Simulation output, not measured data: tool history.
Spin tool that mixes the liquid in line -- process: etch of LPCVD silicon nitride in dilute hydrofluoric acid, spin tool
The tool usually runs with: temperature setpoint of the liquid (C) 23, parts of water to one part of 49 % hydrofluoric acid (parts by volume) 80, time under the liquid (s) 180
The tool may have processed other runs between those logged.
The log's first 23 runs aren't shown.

| run | hour | temperature setpoint of the liquid (C) | parts of water to one part of 49 % hydrofluoric acid (parts by volume) | time under the liquid (s) | wafers since the last listed run | hours since the thermometer was replaced | hours since the hydrofluoric acid flow meter was replaced | hours since the gauge calibration | read-back film thickness of the LPCVD silicon nitride reference wafer, read on the same gauge (nm) | thickness taken off the LPCVD silicon nitride on a monitor wafer (angstrom) |
|---|---|---|---|---|---|---|---|---|---|---|
| 24 | 1345.9 | 23 | 80 | 285 | 1170 | 1096.8 | 918.7 | 1063.7 | 29.996 | 17.31 |
| 25 | 1399.9 | 23 | 80 | 180 | 294 | 1150.8 | 972.7 | 1117.7 | 30.009 | 11.16 |
| 26 | 1426.9 | 21.5 | 115 | 180 | 147 | 1177.8 | 999.7 | 1144.7 | 29.989 | 6.84 |
| 27 | 1485.1 | 23 | 80 | 180 | 317 | 1236 | 1057.9 | 1202.9 | 30.01 | 11.23 |
| 28 | 1515.7 | 26.5 | 50 | 150 | 167 | 1266.6 | 1088.5 | 1233.5 | 29.992 | 18.53 |
| 29 | 1551 | 25 | 80 | 180 | 192 | 1301.9 | 1123.8 | 1268.8 | 30.014 | 12.47 |
| 30 | 1615.2 | 23 | 105 | 95 | 350 | 1366.1 | 1188 | 1333 | 30.005 | 4.56 |
| 31 | 1673.7 | 26 | 80 | 225 | 319 | 1424.6 | 1246.5 | 1391.5 | 29.99 | 17.65 |

What if the next run were any one of these 5? Each begins from the tool's condition after run 31:
| A | 1674.2 | 23 | 80 | 180 | 2 | 1425.1 | 1247 | 1392 | ? | ? |
| B | 1674.2 | 21 | 95 | 130 | 2 | 1425.1 | 1247 | 1392 | ? | ? |
| C | 1674.2 | 23 | 80 | 265 | 2 | 1425.1 | 1247 | 1392 | ? | ? |
| D | 1674.2 | 23 | 55 | 220 | 2 | 1425.1 | 1247 | 1392 | ? | ? |
| E | 1674.2 | 21.5 | 80 | 180 | 2 | 1425.1 | 1247 | 1392 | ? | ? |

| run | read-back film thickness of the LPCVD silicon nitride reference wafer, read on the same gauge (nm) | thickness taken off the LPCVD silicon nitride on a monitor wafer (angstrom) |
|---|---|---|
| A | 30 | 11.02 |
| B | 30 | 5.89 |
| C | 30 | 16.23 |
| D | 30 | 19.51 |
| E | 30 | 9.99 |
What these runs would have given with no unlogged condition in the tool:
| run | thickness taken off the LPCVD silicon nitride on a monitor wafer (angstrom) |
|---|---|
| A | 10 |
| B | 5.34 |
| C | 14.73 |
| D | 17.66 |
| E | 9.04 |
